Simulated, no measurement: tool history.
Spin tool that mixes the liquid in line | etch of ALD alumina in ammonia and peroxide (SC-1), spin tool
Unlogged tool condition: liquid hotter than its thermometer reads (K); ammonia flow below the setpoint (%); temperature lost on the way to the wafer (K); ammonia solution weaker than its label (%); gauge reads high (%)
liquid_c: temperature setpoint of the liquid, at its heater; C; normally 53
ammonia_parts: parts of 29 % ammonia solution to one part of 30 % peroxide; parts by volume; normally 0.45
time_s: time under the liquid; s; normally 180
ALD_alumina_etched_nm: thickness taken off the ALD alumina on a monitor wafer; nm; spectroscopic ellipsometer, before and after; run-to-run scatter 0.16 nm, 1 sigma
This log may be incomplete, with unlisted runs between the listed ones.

run	hour	liquid_c	ammonia_parts	time_s	wafers since the last listed run	hours since the thermometer was replaced	hours since the ammonia flow meter was replaced	hours since the heated supply line was repaired	hours since the drum of ammonia solution was connected	hours since the gauge calibration	read-back film thickness of the ALD alumina reference wafer, read on the same gauge (nm)	ALD_alumina_etched_nm
1	0	56	0.4	180	0	2166.1	1420.8	1648.4	279	897.6	97.46	17.78
2	42.9	56	0.4	180	209	2209	1463.7	1691.3	321.9	940.5	97.24	17.55
3	76.5	56	0.4	180	164	2242.6	1497.3	1724.9	355.5	974.1	97	17.52
4	106.9	46.5	0.45	180	148	2273	1527.7	1755.3	385.9	1004.5	96.76	10.64
# hour 117.1: new drum of ammonia solution connected
5	169.1	53	0.45	180	299	2335.2	1589.9	1817.5	52	1066.7	96.32	14.97
6	200.7	53	0.45	180	154	2366.8	1621.5	1849.1	83.6	1098.3	96.06	14.89
7	257.3	53	0.45	180	276	2423.4	1678.1	1905.7	140.2	1154.9	95.6	14.76
# hour 290.4: gauge calibrated
8	314.7	53	0.45	180	280	2480.8	1735.5	1963.1	197.6	24.3	100.43	15.76
9	364.7	50.5	0.45	120	244	2530.8	1785.5	2013.1	247.6	74.3	100.36	9.25
10	389.4	62.5	0.4	180	120	2555.5	1810.2	2037.8	272.3	99	100.35	25.57
# hour 405.8: ammonia flow meter replaced
11	448.6	53	0.45	240	284	2614.7	42.8	2097	331.5	158.2	100.33	20.81
# hour 478.3: new drum of ammonia solution connected
12	500	53	0.45	180	246	2666.1	94.2	2148.4	21.7	209.6	100.27	15.71
13	541.6	53	0.4	180	203	2707.7	135.8	2190	63.3	251.2	100.19	15.4
14	567.8	59.5	0.4	180	128	2733.9	162	2216.2	89.5	277.4	100.12	21.99
15	626.4	46.5	0.4	150	286	2792.5	220.6	2274.8	148.1	336	100.02	8.91
# hour 711.5: thermometer replaced
# hour 770.1: heated supply line repaired
# hour 800.3: new drum of ammonia solution connected
16	836.5	53	0.45	80	1013	125	430.7	66.4	36.2	546.1	99.31	6.83
17	877.3	59.5	0.45	90	199	165.8	471.5	107.2	77	586.9	99.19	10.95
18	911.4	53	0.25	245	166	199.9	505.6	141.3	111.1	621	99.02	19.85
19	978	53	0.65	145	325	266.5	572.2	207.9	177.7	687.6	98.7	12.76
20	1007.3	48	0.3	180	143	295.8	601.5	237.2	207	716.9	98.56	11.17
21	1112.3	53	0.45	180	513	400.8	706.5	342.2	312	821.9	98.01	15.4
22	1178.3	48.5	0.6	105	322	466.8	772.5	408.2	378	887.9	97.57	7.1
# hour 1209.5: new drum of ammonia solution connected
23	1233.8	53	0.45	180	266	522.3	828	463.7	24.3	943.4	97.21	15.32
24	1275	44	0.3	210	201	563.5	869.2	504.9	65.5	984.6	96.93	10.13
# hour 1287.3: gauge calibrated
25	1326.9	53	0.3	135	253	615.4	921.1	556.8	117.4	39.6	100.09	11.34

Predict each of these 4 candidate next runs independently; none follows another, all start after run 25:
A	1327.4	53	0.6	180	2	615.9	921.6	557.3	117.9	40.1	?	?
B	1327.4	48.5	0.3	250	2	615.9	921.6	557.3	117.9	40.1	?	?
C	1327.4	50.5	0.45	275	2	615.9	921.6	557.3	117.9	40.1	?	?
D	1327.4	50	0.35	180	2	615.9	921.6	557.3	117.9	40.1	?	?

run	read-back film thickness of the ALD alumina reference wafer, read on the same gauge (nm)	ALD_alumina_etched_nm
A	100.07	16.14
B	100.07	16.41
C	100.07	20.94
D	100.07	13.02
With the hidden condition removed and each run's random variation left untouched, the same runs would have given:
run	ALD_alumina_etched_nm
A	16.13
B	16.39
C	20.93
D	13.01

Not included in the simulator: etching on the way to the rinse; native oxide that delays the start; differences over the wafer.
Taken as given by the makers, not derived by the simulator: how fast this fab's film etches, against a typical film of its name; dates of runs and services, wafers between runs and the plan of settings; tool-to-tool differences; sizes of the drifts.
